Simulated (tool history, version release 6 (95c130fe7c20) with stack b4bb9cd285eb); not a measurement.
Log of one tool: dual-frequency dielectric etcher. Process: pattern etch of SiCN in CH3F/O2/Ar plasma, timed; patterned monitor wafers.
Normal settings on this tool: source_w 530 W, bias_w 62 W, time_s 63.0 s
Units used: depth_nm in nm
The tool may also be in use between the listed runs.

| run | hour | source_w | bias_w | time_s | read-back reference wafer on the same gauge, depth_nm | depth_nm |
|---|---|---|---|---|---|---|
| 1 | 0.0 | 530 | 62 | 63.0 | 20.10 | 24.35 |
| 2 | 25.3 | 530 | 62 | 63.0 | 20.09 | 24.35 |
| 3 | 45.0 | 530 | 59 | 63.0 | 20.09 | 23.88 |
| 4 | 78.3 | 530 | 59 | 63.0 | 20.09 | 23.85 |
|  | 128.6 | wet clean of the chamber |
| 5 | 129.1 | 530 | 59 | 63.0 | 20.10 | 24.14 |
| 6 | 131.7 | 530 | 62 | 63.0 | 20.10 | 24.61 |
|  | 139.5 | gauge calibrated |
| 7 | 148.8 | 530 | 62 | 63.0 | 20.11 | 24.70 |
|  | 182.3 | upper electrode replaced |
| 8 | 182.8 | 610 | 54 | 68.0 | 20.10 | 26.00 |
|  | 204.4 | source power generator calibrated |
| 9 | 206.2 | 530 | 70 | 68.0 | 20.09 | 27.81 |
| 10 | 236.3 | 480 | 62 | 44.5 | 20.09 | 16.98 |
| 11 | 259.3 | 530 | 57 | 63.0 | 20.09 | 23.71 |
|  | 265.8 | bias power generator calibrated |
| 12 | 292.6 | 530 | 62 | 63.0 | 20.09 | 24.43 |

What does the tool deliver on the next run?
| 13 | 310.6 | 530 | 75 | 63.0 | ? | ? |

read-back reference wafer on the same gauge, depth_nm: 20.10
depth_nm: 26.37 nm
Were there no unlogged condition in the tool, this run, its random variation unchanged, would have produced depth_nm 26.66 nm.
